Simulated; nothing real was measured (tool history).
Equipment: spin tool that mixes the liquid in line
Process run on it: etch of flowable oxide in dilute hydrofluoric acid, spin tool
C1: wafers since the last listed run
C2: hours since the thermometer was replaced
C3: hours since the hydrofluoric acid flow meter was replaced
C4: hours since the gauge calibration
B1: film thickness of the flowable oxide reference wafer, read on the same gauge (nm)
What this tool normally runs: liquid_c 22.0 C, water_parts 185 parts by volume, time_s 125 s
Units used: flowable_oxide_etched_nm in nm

Run 1, hour 0.0: usual settings but liquid_c 18.0 C; C1 0; C2 2057.3; C3 1152.6; C4 772.5; B1 150.00. Result: flowable_oxide_etched_nm 20.61 nm.
Run 2, hour 91.0: usual settings but liquid_c 18.0 C; C1 724; C2 2148.3; C3 1243.6; C4 863.5; B1 149.98. Result: flowable_oxide_etched_nm 20.16 nm.
Run 3, hour 229.5: usual settings; C1 1102; C2 2286.8; C3 1382.1; C4 1002.0; B1 149.98. Result: flowable_oxide_etched_nm 23.48 nm.
Run 4, hour 313.6: usual settings; C1 669; C2 2370.9; C3 1466.2; C4 1086.1; B1 150.00. Result: flowable_oxide_etched_nm 23.50 nm.
Run 5, hour 409.6: usual settings; C1 764; C2 2466.9; C3 1562.2; C4 1182.1; B1 150.00. Result: flowable_oxide_etched_nm 23.48 nm.
Run 6, hour 486.1: usual settings; C1 609; C2 2543.4; C3 1638.7; C4 1258.6; B1 150.00. Result: flowable_oxide_etched_nm 23.54 nm.
At hour 566.2: thermometer replaced.
Run 7, hour 573.1: usual settings; C1 684; C2 6.9; C3 1725.7; C4 1345.6; B1 150.00. Result: flowable_oxide_etched_nm 25.87 nm.
At hour 616.6: gauge calibrated.
Run 8, hour 640.6: usual settings; C1 537; C2 74.4; C3 1793.2; C4 24.0; B1 150.02. Result: flowable_oxide_etched_nm 25.56 nm.
Run 9, hour 737.4: usual settings; C1 770; C2 171.2; C3 1890.0; C4 120.8; B1 150.00. Result: flowable_oxide_etched_nm 25.66 nm.
Run 10, hour 840.0: usual settings; C1 817; C2 273.8; C3 1992.6; C4 223.4; B1 150.01. Result: flowable_oxide_etched_nm 25.14 nm.
Run 11, hour 915.1: usual settings; C1 598; C2 348.9; C3 2067.7; C4 298.5; B1 150.00. Result: flowable_oxide_etched_nm 25.77 nm.
At hour 982.6: hydrofluoric acid flow meter replaced.
Run 12, hour 983.1: usual settings; C1 533; C2 416.9; C3 0.5; C4 366.5; B1 150.00. Result: flowable_oxide_etched_nm 24.87 nm.
Run 13, hour 1028.6: usual settings but water_parts 135 parts by volume, time_s 155 s; C1 362; C2 462.4; C3 46.0; C4 412.0; B1 150.01. Result: flowable_oxide_etched_nm 45.47 nm.
Run 14, hour 1100.5: usual settings but liquid_c 20.5 C, water_parts 115 parts by volume, time_s 195 s; C1 572; C2 534.3; C3 117.9; C4 483.9; B1 150.03. Result: flowable_oxide_etched_nm 64.59 nm.
Run 15, hour 1194.9: usual settings; C1 751; C2 628.7; C3 212.3; C4 578.3; B1 150.01. Result: flowable_oxide_etched_nm 25.36 nm.
Run 16, hour 1256.9: usual settings but liquid_c 19.5 C, water_parts 130 parts by volume, time_s 60 s; C1 493; C2 690.7; C3 274.3; C4 640.3; B1 150.00. Result: flowable_oxide_etched_nm 16.22 nm.
Run 17, hour 1342.0: usual settings but liquid_c 25.5 C, water_parts 240 parts by volume, time_s 170 s; C1 677; C2 775.8; C3 359.4; C4 725.4; B1 150.02. Result: flowable_oxide_etched_nm 28.42 nm.
Run 18, hour 1443.8: usual settings but liquid_c 20.0 C, water_parts 270 parts by volume, time_s 60 s; C1 810; C2 877.6; C3 461.2; C4 827.2; B1 150.00. Result: flowable_oxide_etched_nm 7.05 nm.
Run 19, hour 1482.9: usual settings; C1 311; C2 916.7; C3 500.3; C4 866.3; B1 150.02. Result: flowable_oxide_etched_nm 24.86 nm.
Run 20, hour 1552.8: usual settings; C1 556; C2 986.6; C3 570.2; C4 936.2; B1 149.99. Result: flowable_oxide_etched_nm 24.79 nm.
Run 21, hour 1637.3: usual settings but liquid_c 18.0 C, water_parts 270 parts by volume; C1 672; C2 1071.1; C3 654.7; C4 1020.7; B1 150.00. Result: flowable_oxide_etched_nm 13.35 nm.
Run 22, hour 1742.1: usual settings; C1 834; C2 1175.9; C3 759.5; C4 1125.5; B1 150.00. Result: flowable_oxide_etched_nm 24.43 nm.
Run 23, hour 1803.9: usual settings but liquid_c 26.5 C, water_parts 215 parts by volume; C1 492; C2 1237.7; C3 821.3; C4 1187.3; B1 150.02. Result: flowable_oxide_etched_nm 24.20 nm.
Run 24, hour 1858.3: usual settings but liquid_c 27.0 C, time_s 75 s; C1 433; C2 1292.1; C3 875.7; C4 1241.7; B1 150.01. Result: flowable_oxide_etched_nm 17.76 nm.

What differs in the tool's unlogged condition from the final listed run ahead of each entry between runs to the first listed run following it?
Run 6 -> run 7: thermometer replaced (hour 566.2)
  liquid colder than its thermometer reads (K): 2.61 -> 0.189
  what was measured, less what the result would be without the hidden state, flowable_oxide_etched_nm: -2.50 -> -0.19 nm
Run 7 -> run 8: gauge calibrated (hour 616.6)
  liquid colder than its thermometer reads (K): 0.189 -> 0.259
  what was measured, less what the result would be without the hidden state, flowable_oxide_etched_nm: -0.19 -> -0.25 nm
Run 11 -> run 12: hydrofluoric acid flow meter replaced (hour 982.6)
  liquid colder than its thermometer reads (K): 0.54 -> 0.61
  what was measured, less what the result would be without the hidden state, flowable_oxide_etched_nm: -0.54 -> -0.58 nm
